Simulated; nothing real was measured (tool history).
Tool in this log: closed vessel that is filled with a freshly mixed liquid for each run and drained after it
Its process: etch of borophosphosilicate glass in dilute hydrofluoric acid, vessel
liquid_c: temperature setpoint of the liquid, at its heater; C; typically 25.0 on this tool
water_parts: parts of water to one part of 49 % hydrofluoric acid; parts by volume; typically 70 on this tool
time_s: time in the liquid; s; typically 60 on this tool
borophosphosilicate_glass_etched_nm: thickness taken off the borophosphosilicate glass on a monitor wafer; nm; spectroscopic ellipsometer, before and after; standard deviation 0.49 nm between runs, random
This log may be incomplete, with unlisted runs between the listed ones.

run	hour	liquid_c	water_parts	time_s	read-back film thickness of the borophosphosilicate glass reference wafer, read on the same gauge (nm)	borophosphosilicate_glass_etched_nm
1	0.0	25.0	70	50	30.00	46.92
2	170.3	25.0	70	50	30.00	47.00
3	267.2	25.0	70	50	30.01	47.62
4	334.3	25.0	70	60	30.00	57.60
5	386.9	25.0	70	60	30.00	56.61
6	476.7	25.0	70	60	30.02	57.61
7	554.5	25.0	70	35	30.00	33.36
8	647.2	25.0	70	35	29.97	34.31
9	741.6	25.0	70	35	29.99	34.71
10	827.3	25.0	70	60	29.98	59.10
11	914.0	25.0	70	60	29.99	59.10
12	968.5	25.0	70	60	29.99	59.59
13	1073.0	25.0	70	75	30.00	75.01
14	1179.7	25.0	70	75	30.03	76.52
15	1278.2	25.0	70	75	30.02	75.74
16	1513.8	25.0	35	30	30.01	63.71
17	1620.3	28.0	70	80	29.98	82.96
18	1712.7	27.5	70	75	30.01	77.74
19	1793.0	25.0	70	30	30.01	28.35
20	1871.0	25.0	70	60	30.01	56.66
21	1944.6	25.0	70	60	30.01	57.34
22	1999.2	25.0	35	30	30.01	60.05
23	2090.9	25.0	50	35	29.99	47.70
24	2136.4	27.0	55	85	29.99	114.63
25	2231.3	22.0	85	60	30.01	41.45
26	2333.2	25.0	70	60	30.02	57.47
27	2408.4	28.5	50	60	30.01	97.21
28	2510.3	25.0	70	60	30.00	58.94
29	2579.6	25.0	70	60	30.01	59.48
30	2676.3	25.0	70	60	29.96	60.00
31	2740.9	25.0	55	75	29.98	94.96

Put back what was entered between runs (4 entries, withheld): which listed runs does each sit between, and how does the hidden state differ from the listed run before to the listed run after?
After run 4, before run 5: gauge calibrated (hour 353.9)
  hydrofluoric acid flow above the setpoint (%): 3.89 -> 4.19
  measured value less the no-hidden-state value, borophosphosilicate_glass_etched_nm: +2.35 -> +2.48 nm
After run 16, before run 17: hydrofluoric acid flow meter replaced (hour 1597.2)
  hydrofluoric acid flow above the setpoint (%): 10.5 -> 1.56
  measured value less the no-hidden-state value, borophosphosilicate_glass_etched_nm: +6.31 -> +1.39 nm
After run 20, before run 21: gauge calibrated (hour 1889.1)
  hydrofluoric acid flow above the setpoint (%): 2.96 -> 3.37
  measured value less the no-hidden-state value, borophosphosilicate_glass_etched_nm: +1.77 -> +2.03 nm
After run 22, before run 23: thermometer replaced (hour 2084.5)
  hydrofluoric acid flow above the setpoint (%): 3.68 -> 4.19
  measured value less the no-hidden-state value, borophosphosilicate_glass_etched_nm: +2.23 -> +2.05 nm
